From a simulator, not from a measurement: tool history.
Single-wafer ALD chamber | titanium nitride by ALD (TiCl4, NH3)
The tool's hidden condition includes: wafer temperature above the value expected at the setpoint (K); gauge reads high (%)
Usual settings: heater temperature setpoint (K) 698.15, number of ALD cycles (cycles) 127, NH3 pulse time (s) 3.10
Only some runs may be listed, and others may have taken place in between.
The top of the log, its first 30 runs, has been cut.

run    hour  heater temperature setpoint (K)  number of ALD cycles (cycles)  NH3 pulse time (s)  wafers since the last listed run  hours since the last thermocouple change  hours since the showerhead was replaced  hours since the gauge calibration  read-back reference wafer on the same gauge, thickness_nm  mean film thickness on the monitor wafer (Å)
 31   854.1                           708.15                            141                4.23                                57                                     514.8                                    114.7                               71.2                                                      2.898                                         35.89
 32   873.4                           694.15                            151                2.05                                45                                     534.1                                    134.0                               90.5                                                      2.901                                         37.68
 33   890.0                           685.15                            127                2.24                                38                                     550.7                                    150.6                              107.1                                                      2.905                                         31.75
 34   915.8                           698.15                            127                3.10                                60                                     576.5                                    176.4                              132.9                                                      2.906                                         32.26
 35   930.1                           707.15                            103                3.61                                33                                     590.8                                    190.7                              147.2                                                      2.905                                         26.28
 36   955.5                           698.15                            127                3.10                                59                                     616.2                                    216.1                              172.6                                                      2.903                                         32.23
 37   990.5                           713.15                            142                3.56                                82                                     651.2                                    251.1                              207.6                                                      2.906                                         36.10
 38  1007.0                           698.15                            127                3.10                                38                                     667.7                                    267.6                              224.1                                                      2.906                                         32.32
 39  1026.9                           698.15                            134                3.10                                46                                     687.6                                    287.5                              244.0                                                      2.905                                         34.10
 40  1058.5                           698.15                            137                2.60                                74                                     719.2                                    319.1                              275.6                                                      2.908                                         34.72

Consider 4 possible next runs. They are alternatives, not a sequence: every one starts from the tool as it was left by run 40. What does each give?
  A  1059.2                           698.15                            127                3.10                                 1                                     719.9                                    319.8                              276.3                                                          ?                                             ?
  B  1059.2                           703.15                            149                3.10                                 1                                     719.9                                    319.8                              276.3                                                          ?                                             ?
  C  1059.2                           698.15                            120                3.10                                 1                                     719.9                                    319.8                              276.3                                                          ?                                             ?
  D  1059.2                           692.15                            127                3.55                                 1                                     719.9                                    319.8                              276.3                                                          ?                                             ?

run  read-back reference wafer on the same gauge, thickness_nm  mean film thickness on the monitor wafer (Å)
  A                                                      2.909                                         32.30
  B                                                      2.909                                         37.86
  C                                                      2.909                                         30.52
  D                                                      2.909                                         32.39
Without the tool's unlogged condition, the same runs would have read:
run  mean film thickness on the monitor wafer (Å)
  A                                         32.21
  B                                         37.75
  C                                         30.43
  D                                         32.30
